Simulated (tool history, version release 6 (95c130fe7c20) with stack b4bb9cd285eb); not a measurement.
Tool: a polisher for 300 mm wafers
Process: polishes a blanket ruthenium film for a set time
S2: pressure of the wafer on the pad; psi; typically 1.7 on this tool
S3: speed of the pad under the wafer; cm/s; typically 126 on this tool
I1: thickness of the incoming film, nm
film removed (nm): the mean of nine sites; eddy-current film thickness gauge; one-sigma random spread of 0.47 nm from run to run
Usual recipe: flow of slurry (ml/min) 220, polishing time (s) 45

{"run": 1, "hour": 0.0, "flow of slurry (ml/min)": 220, "S2": 2.1, "S3": 126, "polishing time (s)": 45, "I1": 458.7, "film removed (nm)": 69.9}
{"hour": 30.6, "done": "slurry nozzle cleaned"}
{"hour": 44.2, "done": "worn pad replaced by a new one"}
{"run": 2, "hour": 64.6, "flow of slurry (ml/min)": 220, "S2": 1.7, "S3": 126, "polishing time (s)": 45, "I1": 454.9, "film removed (nm)": 62.3}
{"run": 3, "hour": 114.6, "flow of slurry (ml/min)": 220, "S2": 1.7, "S3": 142, "polishing time (s)": 45, "I1": 454.1, "film removed (nm)": 69.4}
{"hour": 148.6, "done": "head pressure recalibrated"}
{"run": 4, "hour": 241.3, "flow of slurry (ml/min)": 220, "S2": 1.7, "S3": 126, "polishing time (s)": 45, "I1": 465.3, "film removed (nm)": 60.4}
{"run": 5, "hour": 290.4, "flow of slurry (ml/min)": 220, "S2": 1.7, "S3": 126, "polishing time (s)": 45, "I1": 460.3, "film removed (nm)": 60.1}
{"run": 6, "hour": 329.9, "flow of slurry (ml/min)": 220, "S2": 1.7, "S3": 126, "polishing time (s)": 45, "I1": 469.2, "film removed (nm)": 60}
{"run": 7, "hour": 358.9, "flow of slurry (ml/min)": 220, "S2": 1.7, "S3": 126, "polishing time (s)": 40, "I1": 455.4, "film removed (nm)": 51.6}
{"run": 8, "hour": 394.7, "flow of slurry (ml/min)": 165, "S2": 1.7, "S3": 126, "polishing time (s)": 45, "I1": 466.1, "film removed (nm)": 56.3}
{"hour": 419.8, "done": "worn pad replaced by a new one"}
{"run": 9, "hour": 456.3, "flow of slurry (ml/min)": 220, "S2": 1.7, "S3": 126, "polishing time (s)": 53, "I1": 459.6, "film removed (nm)": 73.1}
{"hour": 466.8, "done": "slurry nozzle cleaned"}
{"run": 10, "hour": 525.9, "flow of slurry (ml/min)": 220, "S2": 2, "S3": 126, "polishing time (s)": 53, "I1": 466.8, "film removed (nm)": 84.3}
{"run": 11, "hour": 579.5, "flow of slurry (ml/min)": 220, "S2": 2, "S3": 126, "polishing time (s)": 53, "I1": 467.1, "film removed (nm)": 82.8}
{"run": 12, "hour": 623.8, "flow of slurry (ml/min)": 220, "S2": 2, "S3": 126, "polishing time (s)": 53, "I1": 462.5, "film removed (nm)": 82.6}
{"run": 13, "hour": 661.0, "flow of slurry (ml/min)": 220, "S2": 1.7, "S3": 126, "polishing time (s)": 45, "I1": 457.2, "film removed (nm)": 59.7}
{"run": 14, "hour": 709.0, "flow of slurry (ml/min)": 220, "S2": 1.7, "S3": 126, "polishing time (s)": 45, "I1": 453.6, "film removed (nm)": 59.8}
{"run": 15, "hour": 740.0, "flow of slurry (ml/min)": 220, "S2": 1.7, "S3": 126, "polishing time (s)": 45, "I1": 457.5, "film removed (nm)": 58.8}
{"run": 16, "hour": 811.6, "flow of slurry (ml/min)": 220, "S2": 1.7, "S3": 126, "polishing time (s)": 45, "I1": 457.2, "film removed (nm)": 59.6}
{"hour": 866.5, "done": "worn pad replaced by a new one"}
{"run": 17, "hour": 868.4, "flow of slurry (ml/min)": 275, "S2": 1.2, "S3": 126, "polishing time (s)": 39, "I1": 462, "film removed (nm)": 41.1}
{"hour": 877.7, "done": "slurry nozzle cleaned"}
{"run": 18, "hour": 920.3, "flow of slurry (ml/min)": 220, "S2": 2.2, "S3": 110, "polishing time (s)": 45, "I1": 461.5, "film removed (nm)": 69.1}
{"run": 19, "hour": 961.9, "flow of slurry (ml/min)": 165, "S2": 1.7, "S3": 126, "polishing time (s)": 45, "I1": 461.2, "film removed (nm)": 58.4}
{"run": 20, "hour": 1008.2, "flow of slurry (ml/min)": 220, "S2": 1.7, "S3": 126, "polishing time (s)": 45, "I1": 457.6, "film removed (nm)": 60.7}
{"run": 21, "hour": 1161.8, "flow of slurry (ml/min)": 220, "S2": 1.7, "S3": 126, "polishing time (s)": 45, "I1": 462.4, "film removed (nm)": 59.6}
{"hour": 1196.7, "done": "head pressure recalibrated"}
{"run": 22, "hour": 1213.4, "flow of slurry (ml/min)": 220, "S2": 1.7, "S3": 126, "polishing time (s)": 45, "I1": 460.9, "film removed (nm)": 58.9}
{"run": 23, "hour": 1243.3, "flow of slurry (ml/min)": 280, "S2": 1.7, "S3": 154, "polishing time (s)": 59, "I1": 457, "film removed (nm)": 95.8}
{"hour": 1258.3, "done": "worn pad replaced by a new one"}
{"hour": 1260.5, "done": "slurry nozzle cleaned"}
{"run": 24, "hour": 1310.7, "flow of slurry (ml/min)": 220, "S2": 1.7, "S3": 126, "polishing time (s)": 40, "I1": 462.8, "film removed (nm)": 55.1}
{"run": 25, "hour": 1375.0, "flow of slurry (ml/min)": 180, "S2": 2.2, "S3": 148, "polishing time (s)": 59, "I1": 461.9, "film removed (nm)": 115}
{"run": 26, "hour": 1441.4, "flow of slurry (ml/min)": 250, "S2": 1.4, "S3": 142, "polishing time (s)": 32, "I1": 461.7, "film removed (nm)": 41.4}
{"run": 27, "hour": 1467.2, "flow of slurry (ml/min)": 265, "S2": 1.7, "S3": 98, "polishing time (s)": 45, "I1": 464.3, "film removed (nm)": 48.1}
{"run": 28, "hour": 1492.9, "flow of slurry (ml/min)": 220, "S2": 1.7, "S3": 126, "polishing time (s)": 45, "I1": 454.4, "film removed (nm)": 59.6}
{"run": 29, "hour": 1549.1, "flow of slurry (ml/min)": 295, "S2": 1.5, "S3": 148, "polishing time (s)": 45, "I1": 456.8, "film removed (nm)": 64}
{"run": 30, "hour": 1578.4, "flow of slurry (ml/min)": 220, "S2": 1.7, "S3": 146, "polishing time (s)": 45, "I1": 462.7, "film removed (nm)": 68.2}
{"run": 31, "hour": 1614.5, "flow of slurry (ml/min)": 260, "S2": 1.5, "S3": 110, "polishing time (s)": 54, "I1": 450.4, "film removed (nm)": 55}
{"hour": 1624.9, "done": "worn pad replaced by a new one"}
{"run": 32, "hour": 1664.9, "flow of slurry (ml/min)": 245, "S2": 1.2, "S3": 144, "polishing time (s)": 45, "I1": 461.4, "film removed (nm)": 53.6}
{"run": 33, "hour": 1701.0, "flow of slurry (ml/min)": 200, "S2": 1.7, "S3": 126, "polishing time (s)": 45, "I1": 464, "film removed (nm)": 60.6}
{"hour": 1704.6, "done": "slurry nozzle cleaned"}
{"run": 34, "hour": 1736.7, "flow of slurry (ml/min)": 220, "S2": 1.7, "S3": 126, "polishing time (s)": 45, "I1": 460.5, "film removed (nm)": 61.1}
{"run": 35, "hour": 1766.9, "flow of slurry (ml/min)": 220, "S2": 2.2, "S3": 170, "polishing time (s)": 45, "I1": 452.4, "film removed (nm)": 103.3}
{"run": 36, "hour": 1829.9, "flow of slurry (ml/min)": 220, "S2": 1.7, "S3": 144, "polishing time (s)": 45, "I1": 459.7, "film removed (nm)": 69.2}
{"run": 37, "hour": 1880.2, "flow of slurry (ml/min)": 295, "S2": 2.1, "S3": 150, "polishing time (s)": 52, "I1": 459, "film removed (nm)": 102.7}

4 ways to go on from here, each from the tool as it stands after run 37. What would each give?
{"run": "A", "hour": 1880.6, "flow of slurry (ml/min)": 240, "S2": 1.7, "S3": 126, "polishing time (s)": 45, "I1": 459.3, "film removed (nm)": "?"}
{"run": "B", "hour": 1880.6, "flow of slurry (ml/min)": 220, "S2": 1.2, "S3": 126, "polishing time (s)": 49, "I1": 459.3, "film removed (nm)": "?"}
{"run": "C", "hour": 1880.6, "flow of slurry (ml/min)": 175, "S2": 2.2, "S3": 152, "polishing time (s)": 45, "I1": 459.3, "film removed (nm)": "?"}
{"run": "D", "hour": 1880.6, "flow of slurry (ml/min)": 220, "S2": 2.2, "S3": 166, "polishing time (s)": 45, "I1": 459.3, "film removed (nm)": "?"}

run=A film_removed_(nm)=60.9
run=B film_removed_(nm)=48.3
run=C film_removed_(nm)=88.6
run=D film_removed_(nm)=100.2
What these runs would have given with no unlogged condition in the tool:
run=A film_removed_(nm)=63.7
run=B film_removed_(nm)=50.6
run=C film_removed_(nm)=92.8
run=D film_removed_(nm)=104.9

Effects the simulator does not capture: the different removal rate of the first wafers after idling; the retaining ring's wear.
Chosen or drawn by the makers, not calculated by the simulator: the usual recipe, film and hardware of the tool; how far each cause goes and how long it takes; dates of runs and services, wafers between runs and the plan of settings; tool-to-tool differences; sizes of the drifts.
